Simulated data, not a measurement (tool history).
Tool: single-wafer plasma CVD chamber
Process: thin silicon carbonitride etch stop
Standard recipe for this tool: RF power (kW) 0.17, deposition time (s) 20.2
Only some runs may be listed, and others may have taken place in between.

run      day  RF power (kW)  deposition time (s)  wafers since the last listed run  hours since the last thermocouple change  hours since the last RF generator calibration  hours since the showerhead was replaced  hours since the gauge calibration  read-back reference wafer on the same gauge, thickness_nm  mean film thickness on the monitor wafer (nm)
  1        0           0.17                 20.2                                 0                                    1198.9                                          787.3                                   2578.3                             1425.8                                                     11.009                                         10.116
  2    2.279           0.17                 20.2                              1084                                    1253.6                                            842                                     2633                             1480.5                                                     10.996                                         10.055
  3    6.138           0.17                 20.2                              1836                                    1346.2                                          934.6                                   2725.6                             1573.1                                                     10.999                                         10.126
  4   10.092           0.16                 20.2                              1882                                    1441.1                                         1029.5                                   2820.5                               1668                                                     11.014                                          9.826
  5   13.804           0.16                 20.2                              1767                                    1530.2                                         1118.6                                   2909.6                             1757.1                                                     11.012                                           9.79
  6   16.808           0.16                 20.2                              1430                                    1602.3                                         1190.7                                   2981.7                             1829.2                                                     10.993                                          9.812
  7   19.288           0.17                 20.2                              1180                                    1661.8                                         1250.2                                   3041.2                             1888.7                                                      11.01                                         10.127
  8   20.796           0.17                 20.2                               718                                      1698                                         1286.4                                   3077.4                             1924.9                                                     10.993                                         10.074
      21.371  -- thermocouple changed; heater temperature recalibrated
      22.892  -- RF generator calibrated
  9   24.812           0.17                 20.2                              1594                                      82.6                                           46.1                                   3173.8                             2021.3                                                     10.992                                         10.412
 10   27.875          0.165                   23                              1457                                     156.1                                          119.6                                   3247.3                             2094.8                                                     11.008                                         11.687
 11   30.642          0.165                   23                              1317                                     222.5                                            186                                   3313.7                             2161.2                                                     10.993                                         11.505
      34.133  -- showerhead replaced
 12   34.192           0.17                 20.2                              1531                                     307.7                                          271.2                                      1.4                             2246.4                                                     11.006                                         10.265
 13       46           0.17                 20.2                              5621                                     591.1                                          554.6                                    284.8                             2529.8                                                     10.979                                         10.258
 14   49.642           0.17                 20.2                              1733                                     678.5                                            642                                    372.2                             2617.2                                                      11.01                                         10.155
 15    53.95           0.17                 18.7                              2050                                     781.9                                          745.4                                    475.6                             2720.6                                                     11.008                                          9.364
 16    56.15           0.17                 22.1                              1047                                     834.7                                          798.2                                    528.4                             2773.4                                                     11.008                                         11.094
      59.562  -- gauge calibrated
 17   60.642          0.155                 17.9                              2138                                     942.5                                            906                                    636.2                               25.9                                                     11.015                                          8.593
 18   62.154          0.185                 24.2                               720                                     978.8                                          942.3                                    672.5                               62.2                                                     10.985                                         12.636
 19   63.775           0.18                 20.2                               771                                    1017.7                                          981.2                                    711.4                              101.1                                                     10.988                                         10.423
      66.912  -- RF generator calibrated
 20   67.321           0.17                 22.1                              1529                                    1102.8                                            9.8                                    796.5                              186.2                                                     11.004                                         11.414
 21    71.15           0.17                 16.2                              1822                                    1194.7                                          101.7                                    888.4                              278.1                                                     11.002                                          8.334
 22   73.146           0.19                 21.4                               950                                    1242.6                                          149.6                                    936.3                                326                                                     10.992                                          11.46
 23   75.771           0.17                   24                              1249                                    1305.6                                          212.6                                    999.3                                389                                                      11.01                                         12.119
 24   78.362           0.17                 23.1                              1233                                    1367.8                                          274.8                                   1061.5                              451.2                                                     10.994                                         11.751
 25   81.242           0.17                 20.2                              1370                                    1436.9                                          343.9                                   1130.6                              520.3                                                     10.995                                         10.281
 26   85.154           0.17                 23.5                              1862                                    1530.8                                          437.8                                   1224.5                              614.2                                                     10.989                                         11.869
      86.212  -- thermocouple changed; heater temperature recalibrated
 27   88.808           0.17                 20.2                              1580                                      62.3                                          525.5                                   1312.2                              701.9                                                     11.011                                         10.161
 28   92.096           0.17                 18.9                              1565                                     141.2                                          604.4                                   1391.1                              780.8                                                     11.016                                          9.522
 29   94.429           0.15                 22.8                              1110                                     197.2                                          660.4                                   1447.1                              836.8                                                     10.991                                         10.733
 30   96.658           0.15                 23.3                              1061                                     250.7                                          713.9                                   1500.6                              890.3                                                     10.998                                         11.016
 31  100.925           0.16                 22.1                              2031                                     353.1                                          816.3                                     1603                              992.7                                                     10.999                                         10.729
 32  104.092          0.155                 21.8                              1507                                     429.1                                          892.3                                     1679                             1068.7                                                     11.005                                         10.431
 33  108.433           0.17                 20.2                              2066                                     533.3                                          996.5                                   1783.2                             1172.9                                                     10.992                                         10.147
 34  112.471           0.17                 23.9                              1922                                     630.2                                         1093.4                                   1880.1                             1269.8                                                     11.007                                         12.061
 35  115.475            0.2                 24.1                              1430                                     702.3                                         1165.5                                   1952.2                             1341.9                                                     11.004                                         12.995
      118.65  -- RF generator calibrated
 36  119.933           0.17                 23.5                              1963                                     809.3                                           30.8                                   2059.2                             1448.9                                                     11.001                                         12.074

Each row is a separate what-if for the run after 36, all from the same tool condition, not one after another. Results?
  A  119.95           0.17                 20.2                                 7                                     809.7                                           31.2                                   2059.6                             1449.3                                                          ?                                              ?
  B  119.95          0.145                 17.7                                 7                                     809.7                                           31.2                                   2059.6                             1449.3                                                          ?                                              ?
  C  119.95           0.16                 23.5                                 7                                     809.7                                           31.2                                   2059.6                             1449.3                                                          ?                                              ?

run  read-back reference wafer on the same gauge, thickness_nm  mean film thickness on the monitor wafer (nm)
  A                                                     11.005                                         10.438
  B                                                     11.005                                          8.458
  C                                                     11.005                                         11.798
Had the tool no hidden state, the same runs would have come out as:
run  mean film thickness on the monitor wafer (nm)
  A                                         10.467
  B                                          8.481
  C                                         11.829
